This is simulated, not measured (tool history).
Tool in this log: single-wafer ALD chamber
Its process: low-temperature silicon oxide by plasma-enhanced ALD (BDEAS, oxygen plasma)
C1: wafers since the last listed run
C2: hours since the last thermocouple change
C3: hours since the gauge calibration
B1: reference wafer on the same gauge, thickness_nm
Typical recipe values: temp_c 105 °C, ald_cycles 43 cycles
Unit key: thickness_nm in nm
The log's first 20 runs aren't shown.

run 21 hour=307.5 | temp_c=105 ald_cycles=43 | C1=135 C2=2154.4 C3=417.7 | B1=6.284 | thickness_nm=5.694
run 22 hour=322.1 | temp_c=108 ald_cycles=43 | C1=115 C2=2169 C3=432.3 | B1=6.291 | thickness_nm=5.681
-- hour=324.3 gauge calibrated
run 23 hour=339.4 | temp_c=120 ald_cycles=47 | C1=136 C2=2186.3 C3=15.1 | B1=6.218 | thickness_nm=5.987
run 24 hour=345.6 | temp_c=105 ald_cycles=43 | C1=48 C2=2192.5 C3=21.3 | B1=6.219 | thickness_nm=5.626
run 25 hour=353.2 | temp_c=109 ald_cycles=50 | C1=59 C2=2200.1 C3=28.9 | B1=6.218 | thickness_nm=6.509
run 26 hour=365.7 | temp_c=105 ald_cycles=36 | C1=98 C2=2212.6 C3=41.4 | B1=6.219 | thickness_nm=4.729
run 27 hour=379.1 | temp_c=100 ald_cycles=43 | C1=105 C2=2226 C3=54.8 | B1=6.22 | thickness_nm=5.707
run 28 hour=391.1 | temp_c=105 ald_cycles=43 | C1=94 C2=2238 C3=66.8 | B1=6.221 | thickness_nm=5.66
run 29 hour=402.3 | temp_c=112 ald_cycles=36 | C1=88 C2=2249.2 C3=78 | B1=6.219 | thickness_nm=4.682
run 30 hour=417.5 | temp_c=105 ald_cycles=43 | C1=119 C2=2264.4 C3=93.2 | B1=6.221 | thickness_nm=5.653
run 31 hour=428.2 | temp_c=93 ald_cycles=40 | C1=84 C2=2275.1 C3=103.9 | B1=6.224 | thickness_nm=5.489
run 32 hour=447.6 | temp_c=95 ald_cycles=39 | C1=152 C2=2294.5 C3=123.3 | B1=6.223 | thickness_nm=5.3
run 33 hour=464.2 | temp_c=91 ald_cycles=43 | C1=130 C2=2311.1 C3=139.9 | B1=6.226 | thickness_nm=5.912
run 34 hour=476.6 | temp_c=105 ald_cycles=43 | C1=97 C2=2323.5 C3=152.3 | B1=6.227 | thickness_nm=5.646
run 35 hour=493.4 | temp_c=105 ald_cycles=43 | C1=132 C2=2340.3 C3=169.1 | B1=6.225 | thickness_nm=5.66
-- hour=504 thermocouple changed; heater temperature recalibrated
run 36 hour=504.5 | temp_c=100 ald_cycles=50 | C1=24 C2=0.5 C3=180.2 | B1=6.229 | thickness_nm=6.642
run 37 hour=516.7 | temp_c=100 ald_cycles=38 | C1=96 C2=12.7 C3=192.4 | B1=6.233 | thickness_nm=5.06
run 38 hour=530.8 | temp_c=98 ald_cycles=41 | C1=111 C2=26.8 C3=206.5 | B1=6.232 | thickness_nm=5.504
run 39 hour=543.7 | temp_c=98 ald_cycles=40 | C1=101 C2=39.7 C3=219.4 | B1=6.234 | thickness_nm=5.356
run 40 hour=551.4 | temp_c=111 ald_cycles=46 | C1=60 C2=47.4 C3=227.1 | B1=6.235 | thickness_nm=5.958
run 41 hour=596.3 | temp_c=119 ald_cycles=41 | C1=354 C2=92.3 C3=272 | B1=6.24 | thickness_nm=5.255
run 42 hour=603.5 | temp_c=110 ald_cycles=40 | C1=56 C2=99.5 C3=279.2 | B1=6.243 | thickness_nm=5.203
run 43 hour=611.2 | temp_c=110 ald_cycles=47 | C1=60 C2=107.2 C3=286.9 | B1=6.246 | thickness_nm=6.126
run 44 hour=623.7 | temp_c=111 ald_cycles=41 | C1=98 C2=119.7 C3=299.4 | B1=6.246 | thickness_nm=5.352
run 45 hour=639.4 | temp_c=94 ald_cycles=43 | C1=123 C2=135.4 C3=315.1 | B1=6.253 | thickness_nm=5.899

Forecast each of these 3 alternatives for the next run:
run A hour=639.9 | temp_c=105 ald_cycles=43 | C1=3 C2=135.9 C3=315.6 | B1=? | thickness_nm=?
run B hour=639.9 | temp_c=92 ald_cycles=36 | C1=3 C2=135.9 C3=315.6 | B1=? | thickness_nm=?
run C hour=639.9 | temp_c=93 ald_cycles=41 | C1=3 C2=135.9 C3=315.6 | B1=? | thickness_nm=?

run=A B1=6.252 thickness_nm=5.662
run=B B1=6.252 thickness_nm=4.953
run=C B1=6.252 thickness_nm=5.618
With the hidden condition removed and each run's random variation left untouched, the same runs would have given:
run=A thickness_nm=5.624
run=B thickness_nm=4.919
run=C thickness_nm=5.58

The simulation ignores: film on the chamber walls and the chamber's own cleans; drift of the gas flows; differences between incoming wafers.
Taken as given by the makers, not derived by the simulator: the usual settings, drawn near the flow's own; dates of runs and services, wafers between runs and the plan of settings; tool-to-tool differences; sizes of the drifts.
